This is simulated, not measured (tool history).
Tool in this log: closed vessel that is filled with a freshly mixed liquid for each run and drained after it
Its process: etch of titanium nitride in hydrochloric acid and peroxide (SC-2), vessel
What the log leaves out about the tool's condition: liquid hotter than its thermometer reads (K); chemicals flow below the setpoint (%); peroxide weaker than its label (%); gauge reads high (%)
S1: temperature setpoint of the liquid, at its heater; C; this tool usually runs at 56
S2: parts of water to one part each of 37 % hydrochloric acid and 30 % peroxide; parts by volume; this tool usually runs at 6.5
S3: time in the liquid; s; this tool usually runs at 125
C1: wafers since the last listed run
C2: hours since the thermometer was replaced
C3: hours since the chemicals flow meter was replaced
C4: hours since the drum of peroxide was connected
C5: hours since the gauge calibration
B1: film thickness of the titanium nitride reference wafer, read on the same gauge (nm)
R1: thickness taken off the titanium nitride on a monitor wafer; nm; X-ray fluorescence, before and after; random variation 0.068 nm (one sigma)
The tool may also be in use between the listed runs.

run	hour	S1	S2	S3	C1	C2	C3	C4	C5	B1	R1
1	0	53	6.5	125	0	2034.9	809.5	137.8	213.4	120.02	8.41
# hour 10.3: chemicals flow meter replaced
2	93.6	53	6.5	125	12406	2128.5	83.3	231.4	307	119.96	9.1
3	147.5	53	6.5	125	7221	2182.4	137.2	285.3	360.9	120.01	9.1
4	199.8	56	6.5	160	7007	2234.7	189.5	337.6	413.2	120	14
5	226.1	56	6.5	75	3523	2261	215.8	363.9	439.5	120.02	6.56
6	253.7	56	6.5	75	3697	2288.6	243.4	391.5	467.1	120.02	6.56
7	316.7	56	6.5	75	8440	2351.6	306.4	454.5	530.1	120	6.53
8	350.9	56	6.5	125	4582	2385.8	340.6	488.7	564.3	119.99	10.79
9	384.7	56	6.5	125	4528	2419.6	374.4	522.5	598.1	120.02	10.87
# hour 399.1: thermometer replaced
10	419.2	56	4.5	125	4488	20.1	408.9	557	632.6	120.02	13.14
11	444.6	56	4.5	125	3403	45.5	434.3	582.4	658	120.01	13.14
12	497.1	50.5	4.5	55	7034	98	486.8	634.9	710.5	120.05	4.03
13	559.5	61.5	6.5	125	8360	160.4	549.2	697.3	772.9	119.96	14.14
# hour 591.3: new drum of peroxide connected
14	605	56	8.5	70	5962	205.9	594.7	13.7	818.4	120.01	4.4
15	642.7	49	6.5	125	5051	243.6	632.4	51.4	856.1	120.06	6.17
16	709.8	56	6.5	125	8990	310.7	699.5	118.5	923.2	120.02	9.68
17	770.4	46	8.5	150	8119	371.3	760.1	179.1	983.8	120.01	4.87
# hour 815: gauge calibrated
# hour 816.9: chemicals flow meter replaced
18	827.2	56	6.5	125	7476	428.1	10.3	235.9	12.2	120.01	10.7
19	882.3	48	5	160	7382	483.2	65.4	291	67.3	119.94	9.75
20	948.2	48	8.5	100	8829	549.1	131.3	356.9	133.2	119.95	4.06
21	1017.9	47.5	4	85	9338	618.8	201	426.6	202.9	119.99	5.89
22	1058.3	58.5	6.5	185	5412	659.2	241.4	467	243.3	120	18

Forecast each of these 3 alternatives for the next run:
A	1059	48	6.5	125	93	659.9	242.1	467.7	244	?	?
B	1059	51.5	6.5	60	93	659.9	242.1	467.7	244	?	?
C	1059	64	6.5	125	93	659.9	242.1	467.7	244	?	?

run	B1	R1
A	119.99	6.22
B	119.99	3.77
C	119.99	17.35
Without the tool's hidden state the same runs would have given:
run	R1
A	6.14
B	3.72
C	17.17
